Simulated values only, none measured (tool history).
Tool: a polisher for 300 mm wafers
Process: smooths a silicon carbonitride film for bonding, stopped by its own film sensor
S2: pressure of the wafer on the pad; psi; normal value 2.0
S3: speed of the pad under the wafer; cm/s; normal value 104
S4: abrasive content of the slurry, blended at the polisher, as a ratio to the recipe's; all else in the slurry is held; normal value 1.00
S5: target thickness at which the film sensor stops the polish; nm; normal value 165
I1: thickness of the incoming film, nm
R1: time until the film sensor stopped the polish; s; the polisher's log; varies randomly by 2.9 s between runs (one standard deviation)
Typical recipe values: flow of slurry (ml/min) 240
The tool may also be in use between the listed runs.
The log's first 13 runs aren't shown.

run 14 hour=181.1 | flow_of_slurry_(ml/min)=240 S2=2.0 S3=90 S4=1.00 S5=165 | I1=199.6 | R1=168.0
run 15 hour=197.4 | flow_of_slurry_(ml/min)=260 S2=2.2 S3=104 S4=1.00 S5=174 | I1=204.4 | R1=123.0
run 16 hour=212.0 | flow_of_slurry_(ml/min)=280 S2=2.0 S3=104 S4=1.00 S5=161 | I1=201.8 | R1=183.0
-- hour=219.9 slurry nozzle cleaned
run 17 hour=223.6 | flow_of_slurry_(ml/min)=240 S2=2.0 S3=80 S4=1.25 S5=165 | I1=199.6 | R1=161.9
-- hour=228.1 worn pad replaced by a new one
run 18 hour=229.8 | flow_of_slurry_(ml/min)=240 S2=2.6 S3=104 S4=1.15 S5=160 | I1=202.2 | R1=139.1
run 19 hour=245.1 | flow_of_slurry_(ml/min)=240 S2=2.0 S3=124 S4=1.00 S5=171 | I1=198.3 | R1=109.2
run 20 hour=262.3 | flow_of_slurry_(ml/min)=315 S2=2.0 S3=80 S4=1.30 S5=154 | I1=198.7 | R1=201.3
-- hour=274.6 slurry blender recalibrated
run 21 hour=275.1 | flow_of_slurry_(ml/min)=240 S2=2.3 S3=118 S4=1.00 S5=159 | I1=200.2 | R1=141.7
run 22 hour=282.8 | flow_of_slurry_(ml/min)=170 S2=2.7 S3=104 S4=1.00 S5=165 | I1=199.5 | R1=115.6
run 23 hour=315.2 | flow_of_slurry_(ml/min)=240 S2=2.0 S3=104 S4=1.00 S5=165 | I1=199.5 | R1=150.1
run 24 hour=321.7 | flow_of_slurry_(ml/min)=240 S2=2.0 S3=104 S4=1.00 S5=165 | I1=201.4 | R1=158.3
run 25 hour=338.2 | flow_of_slurry_(ml/min)=240 S2=2.0 S3=104 S4=1.00 S5=165 | I1=199.6 | R1=147.3
run 26 hour=347.9 | flow_of_slurry_(ml/min)=240 S2=2.0 S3=104 S4=1.00 S5=165 | I1=202.0 | R1=157.6
run 27 hour=355.6 | flow_of_slurry_(ml/min)=240 S2=1.5 S3=104 S4=1.00 S5=176 | I1=200.4 | R1=139.4
-- hour=365.7 worn pad replaced by a new one
run 28 hour=369.3 | flow_of_slurry_(ml/min)=240 S2=2.0 S3=80 S4=1.25 S5=165 | I1=199.7 | R1=155.1
run 29 hour=386.9 | flow_of_slurry_(ml/min)=240 S2=2.0 S3=104 S4=1.00 S5=165 | I1=198.6 | R1=145.8
run 30 hour=402.2 | flow_of_slurry_(ml/min)=200 S2=1.4 S3=104 S4=1.00 S5=165 | I1=200.3 | R1=208.8
run 31 hour=409.2 | flow_of_slurry_(ml/min)=240 S2=2.0 S3=104 S4=1.00 S5=165 | I1=199.8 | R1=150.0

Predict each of these 3 candidate next runs independently; none follows another, all start after run 31:
run A hour=409.7 | flow_of_slurry_(ml/min)=240 S2=2.0 S3=104 S4=1.00 S5=165 | I1=196.2 | R1=?
run B hour=409.7 | flow_of_slurry_(ml/min)=240 S2=1.3 S3=104 S4=1.00 S5=165 | I1=196.2 | R1=?
run C hour=409.7 | flow_of_slurry_(ml/min)=240 S2=2.5 S3=80 S4=1.00 S5=165 | I1=196.2 | R1=?

run=A R1=134.9
run=B R1=202.2
run=C R1=125.1
Had the tool no hidden state, the same runs would have come out as:
run=A R1=146.7
run=B R1=219.9
run=C R1=136.0
